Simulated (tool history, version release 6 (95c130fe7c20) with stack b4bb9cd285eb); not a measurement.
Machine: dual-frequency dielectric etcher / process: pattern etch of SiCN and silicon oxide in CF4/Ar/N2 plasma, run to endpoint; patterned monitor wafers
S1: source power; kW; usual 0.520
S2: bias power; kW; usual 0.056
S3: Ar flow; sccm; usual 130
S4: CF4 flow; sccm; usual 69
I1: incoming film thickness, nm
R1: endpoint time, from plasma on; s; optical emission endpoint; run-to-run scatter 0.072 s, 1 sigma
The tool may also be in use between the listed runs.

run 1 day=0.000 | S1=0.520 S2=0.056 S3=130 S4=69 | I1=11.77 | R1=13.3
run 2 day=1.654 | S1=0.520 S2=0.056 S3=130 S4=61 | I1=11.90 | R1=13.7
run 3 day=3.167 | S1=0.520 S2=0.056 S3=130 S4=61 | I1=11.83 | R1=13.7
-- day=6.504 CF4 flow controller replaced
-- day=6.762 wet clean of the chamber
run 4 day=6.783 | S1=0.520 S2=0.056 S3=130 S4=61 | I1=11.82 | R1=13.1
run 5 day=7.533 | S1=0.520 S2=0.056 S3=130 S4=69 | I1=11.87 | R1=12.9
-- day=9.667 bias power generator calibrated
run 6 day=10.525 | S1=0.520 S2=0.056 S3=130 S4=69 | I1=11.79 | R1=12.9
run 7 day=12.317 | S1=0.520 S2=0.056 S3=130 S4=69 | I1=11.76 | R1=12.8
run 8 day=13.908 | S1=0.520 S2=0.056 S3=130 S4=69 | I1=11.82 | R1=13.0
-- day=16.238 upper electrode replaced
run 9 day=16.258 | S1=0.520 S2=0.056 S3=130 S4=69 | I1=11.79 | R1=13.1
run 10 day=18.067 | S1=0.410 S2=0.056 S3=103 S4=69 | I1=11.74 | R1=15.1
run 11 day=19.158 | S1=0.520 S2=0.056 S3=130 S4=69 | I1=11.84 | R1=13.1
run 12 day=21.012 | S1=0.520 S2=0.056 S3=130 S4=69 | I1=11.79 | R1=13.1
run 13 day=22.175 | S1=0.520 S2=0.056 S3=100 S4=62 | I1=11.81 | R1=13.3
-- day=22.667 source power generator calibrated
-- day=23.804 Ar flow controller replaced
run 14 day=24.300 | S1=0.630 S2=0.061 S3=130 S4=69 | I1=11.74 | R1=11.2
-- day=25.671 wet clean of the chamber
run 15 day=25.754 | S1=0.520 S2=0.056 S3=151 S4=69 | I1=11.76 | R1=12.9
run 16 day=28.508 | S1=0.520 S2=0.056 S3=130 S4=69 | I1=11.86 | R1=13.0
run 17 day=30.192 | S1=0.520 S2=0.056 S3=130 S4=56 | I1=11.71 | R1=13.4
run 18 day=32.538 | S1=0.520 S2=0.056 S3=120 S4=83 | I1=11.74 | R1=12.5
run 19 day=34.350 | S1=0.560 S2=0.063 S3=130 S4=57 | I1=11.61 | R1=12.1
run 20 day=36.538 | S1=0.440 S2=0.056 S3=161 S4=85 | I1=11.79 | R1=14.6
run 21 day=38.371 | S1=0.520 S2=0.056 S3=130 S4=69 | I1=11.83 | R1=13.2
run 22 day=41.000 | S1=0.520 S2=0.056 S3=130 S4=63 | I1=11.71 | R1=13.3
run 23 day=42.792 | S1=0.450 S2=0.042 S3=130 S4=53 | I1=11.76 | R1=16.6

Each row is a separate what-if for the run after 23, all from the same tool condition, not one after another. Results?
run A day=42.808 | S1=0.520 S2=0.056 S3=130 S4=69 | I1=11.78 | R1=?
run B day=42.808 | S1=0.620 S2=0.042 S3=102 S4=69 | I1=11.78 | R1=?
run C day=42.808 | S1=0.520 S2=0.056 S3=120 S4=69 | I1=11.78 | R1=?
run D day=42.808 | S1=0.590 S2=0.042 S3=140 S4=55 | I1=11.78 | R1=?
run E day=42.808 | S1=0.520 S2=0.062 S3=147 S4=69 | I1=11.78 | R1=?

run=A R1=13.2
run=B R1=12.1
run=C R1=13.1
run=D R1=13.5
run=E R1=13.0
With no hidden state in the tool, these same runs would have given:
run=A R1=12.7
run=B R1=11.6
run=C R1=12.6
run=D R1=13.0
run=E R1=12.5

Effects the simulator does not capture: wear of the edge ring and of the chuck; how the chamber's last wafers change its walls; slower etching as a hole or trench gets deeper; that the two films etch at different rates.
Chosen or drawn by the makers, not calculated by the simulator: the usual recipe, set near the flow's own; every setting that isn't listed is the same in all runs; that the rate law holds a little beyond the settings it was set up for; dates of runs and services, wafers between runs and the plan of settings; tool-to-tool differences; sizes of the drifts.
